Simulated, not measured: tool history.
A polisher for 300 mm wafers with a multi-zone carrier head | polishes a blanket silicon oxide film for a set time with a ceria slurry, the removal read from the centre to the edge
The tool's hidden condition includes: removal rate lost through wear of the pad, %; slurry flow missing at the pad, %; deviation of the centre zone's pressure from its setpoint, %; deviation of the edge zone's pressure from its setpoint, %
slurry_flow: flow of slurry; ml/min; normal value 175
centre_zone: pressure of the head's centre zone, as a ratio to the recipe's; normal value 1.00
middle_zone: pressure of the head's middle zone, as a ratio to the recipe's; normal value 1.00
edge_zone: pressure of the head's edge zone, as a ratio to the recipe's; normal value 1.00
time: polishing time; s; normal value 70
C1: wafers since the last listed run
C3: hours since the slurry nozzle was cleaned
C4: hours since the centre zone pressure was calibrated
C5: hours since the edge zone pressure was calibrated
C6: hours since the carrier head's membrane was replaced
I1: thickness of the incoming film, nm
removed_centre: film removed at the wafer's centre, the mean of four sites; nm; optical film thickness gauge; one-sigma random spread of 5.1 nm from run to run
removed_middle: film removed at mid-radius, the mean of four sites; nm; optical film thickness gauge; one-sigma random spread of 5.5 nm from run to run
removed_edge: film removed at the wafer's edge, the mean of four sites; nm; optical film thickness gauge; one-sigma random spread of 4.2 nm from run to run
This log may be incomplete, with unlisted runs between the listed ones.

run 1 hour=0.0 | slurry_flow=175 centre_zone=1.00 middle_zone=1.00 edge_zone=1.00 time=70 | C1=0 wafers_polished_on_this_pad=28 C3=762.5 C4=396.1 C5=1050.5 C6=1138.4 | I1=1373.3 | removed_centre=383.0 removed_middle=395.0 removed_edge=390.2
run 2 hour=9.6 | slurry_flow=175 centre_zone=1.00 middle_zone=1.00 edge_zone=1.00 time=70 | C1=120 wafers_polished_on_this_pad=148 C3=772.1 C4=405.7 C5=1060.1 C6=1148.0 | I1=1344.2 | removed_centre=376.8 removed_middle=392.4 removed_edge=377.1
run 3 hour=22.3 | slurry_flow=195 centre_zone=1.00 middle_zone=1.00 edge_zone=1.00 time=70 | C1=158 wafers_polished_on_this_pad=307 C3=784.8 C4=418.4 C5=1072.8 C6=1160.7 | I1=1360.1 | removed_centre=391.9 removed_middle=391.3 removed_edge=380.5
run 4 hour=39.4 | slurry_flow=195 centre_zone=1.00 middle_zone=1.00 edge_zone=1.00 time=70 | C1=214 wafers_polished_on_this_pad=521 C3=801.9 C4=435.5 C5=1089.9 C6=1177.8 | I1=1367.3 | removed_centre=384.8 removed_middle=388.7 removed_edge=369.8
run 5 hour=50.8 | slurry_flow=195 centre_zone=1.00 middle_zone=1.00 edge_zone=1.00 time=70 | C1=142 wafers_polished_on_this_pad=664 C3=813.3 C4=446.9 C5=1101.3 C6=1189.2 | I1=1335.9 | removed_centre=379.9 removed_middle=382.0 removed_edge=371.7
run 6 hour=57.4 | slurry_flow=175 centre_zone=1.00 middle_zone=1.09 edge_zone=1.00 time=70 | C1=82 wafers_polished_on_this_pad=747 C3=819.9 C4=453.5 C5=1107.9 C6=1195.8 | I1=1341.9 | removed_centre=377.9 removed_middle=398.3 removed_edge=355.3
run 7 hour=73.7 | slurry_flow=175 centre_zone=1.00 middle_zone=1.09 edge_zone=1.00 time=70 | C1=204 wafers_polished_on_this_pad=951 C3=836.2 C4=469.8 C5=1124.2 C6=1212.1 | I1=1353.7 | removed_centre=363.8 removed_middle=383.9 removed_edge=356.0
-- hour=78.9 worn pad replaced by a new one
run 8 hour=85.4 | slurry_flow=175 centre_zone=1.00 middle_zone=1.00 edge_zone=1.00 time=76 | C1=96 wafers_polished_on_this_pad=81 C3=847.9 C4=481.5 C5=1135.9 C6=1223.8 | I1=1356.2 | removed_centre=375.0 removed_middle=365.8 removed_edge=367.9
-- hour=96.8 carrier head's membrane replaced by a new one
run 9 hour=102.9 | slurry_flow=115 centre_zone=0.95 middle_zone=1.00 edge_zone=0.95 time=52 | C1=156 wafers_polished_on_this_pad=237 C3=865.4 C4=499.0 C5=1153.4 C6=6.1 | I1=1367.6 | removed_centre=212.3 removed_middle=228.4 removed_edge=224.1
-- hour=111.5 worn pad replaced by a new one, repeated, since the last time left the tool worse
run 10 hour=114.7 | slurry_flow=205 centre_zone=1.00 middle_zone=1.00 edge_zone=1.00 time=70 | C1=97 wafers_polished_on_this_pad=40 C3=877.2 C4=510.8 C5=1165.2 C6=17.9 | I1=1351.0 | removed_centre=405.1 removed_middle=412.0 removed_edge=390.0
-- hour=117.0 centre zone pressure recalibrated
run 11 hour=121.7 | slurry_flow=175 centre_zone=1.00 middle_zone=1.11 edge_zone=1.00 time=70 | C1=62 wafers_polished_on_this_pad=102 C3=884.2 C4=4.7 C5=1172.2 C6=24.9 | I1=1358.8 | removed_centre=397.7 removed_middle=427.6 removed_edge=387.3
-- hour=124.4 edge zone pressure recalibrated
-- hour=140.1 slurry nozzle cleaned
run 12 hour=140.6 | slurry_flow=150 centre_zone=1.00 middle_zone=1.00 edge_zone=1.00 time=70 | C1=199 wafers_polished_on_this_pad=301 C3=0.5 C4=23.6 C5=16.2 C6=43.8 | I1=1322.0 | removed_centre=370.3 removed_middle=379.1 removed_edge=368.6
run 13 hour=148.8 | slurry_flow=160 centre_zone=1.00 middle_zone=1.00 edge_zone=1.00 time=61 | C1=102 wafers_polished_on_this_pad=404 C3=8.7 C4=31.8 C5=24.4 C6=52.0 | I1=1319.7 | removed_centre=327.7 removed_middle=327.0 removed_edge=322.5
run 14 hour=157.8 | slurry_flow=175 centre_zone=1.00 middle_zone=1.06 edge_zone=1.00 time=70 | C1=112 wafers_polished_on_this_pad=517 C3=17.7 C4=40.8 C5=33.4 C6=61.0 | I1=1362.9 | removed_centre=378.4 removed_middle=403.9 removed_edge=366.7
-- hour=194.9 worn pad replaced by a new one
run 15 hour=206.1 | slurry_flow=175 centre_zone=1.00 middle_zone=1.09 edge_zone=0.92 time=70 | C1=554 wafers_polished_on_this_pad=139 C3=66.0 C4=89.1 C5=81.7 C6=109.3 | I1=1340.4 | removed_centre=392.9 removed_middle=431.8 removed_edge=370.7
run 16 hour=219.3 | slurry_flow=175 centre_zone=1.00 middle_zone=1.00 edge_zone=1.00 time=70 | C1=165 wafers_polished_on_this_pad=304 C3=79.2 C4=102.3 C5=94.9 C6=122.5 | I1=1331.0 | removed_centre=388.3 removed_middle=387.3 removed_edge=373.9
run 17 hour=227.3 | slurry_flow=210 centre_zone=1.00 middle_zone=1.00 edge_zone=1.00 time=70 | C1=100 wafers_polished_on_this_pad=404 C3=87.2 C4=110.3 C5=102.9 C6=130.5 | I1=1343.5 | removed_centre=390.7 removed_middle=405.8 removed_edge=383.6

Predict each of these 4 candidate next runs independently; none follows another, all start after run 17:
run A hour=227.7 | slurry_flow=140 centre_zone=1.00 middle_zone=1.00 edge_zone=1.00 time=70 | C1=5 wafers_polished_on_this_pad=409 C3=87.6 C4=110.7 C5=103.3 C6=130.9 | I1=1343.1 | removed_centre=? removed_middle=? removed_edge=?
run B hour=227.7 | slurry_flow=205 centre_zone=1.00 middle_zone=1.00 edge_zone=0.94 time=56 | C1=5 wafers_polished_on_this_pad=409 C3=87.6 C4=110.7 C5=103.3 C6=130.9 | I1=1343.1 | removed_centre=? removed_middle=? removed_edge=?
run C hour=227.7 | slurry_flow=130 centre_zone=1.00 middle_zone=0.97 edge_zone=1.11 time=51 | C1=5 wafers_polished_on_this_pad=409 C3=87.6 C4=110.7 C5=103.3 C6=130.9 | I1=1343.1 | removed_centre=? removed_middle=? removed_edge=?
run D hour=227.7 | slurry_flow=175 centre_zone=1.07 middle_zone=1.00 edge_zone=1.00 time=80 | C1=5 wafers_polished_on_this_pad=409 C3=87.6 C4=110.7 C5=103.3 C6=130.9 | I1=1343.1 | removed_centre=? removed_middle=? removed_edge=?

run=A removed_centre=369.1 removed_middle=373.3 removed_edge=358.2
run=B removed_centre=320.4 removed_middle=321.3 removed_edge=296.1
run=C removed_centre=263.3 removed_middle=260.2 removed_edge=267.3
run=D removed_centre=475.8 removed_middle=446.9 removed_edge=423.4
Had the tool no hidden state, the same runs would have come out as:
run=A removed_centre=383.0 removed_middle=387.4 removed_edge=371.7
run=B removed_centre=332.5 removed_middle=333.4 removed_edge=307.2
run=C removed_centre=273.2 removed_middle=270.1 removed_edge=277.4
run=D removed_centre=493.7 removed_middle=463.7 removed_edge=439.4
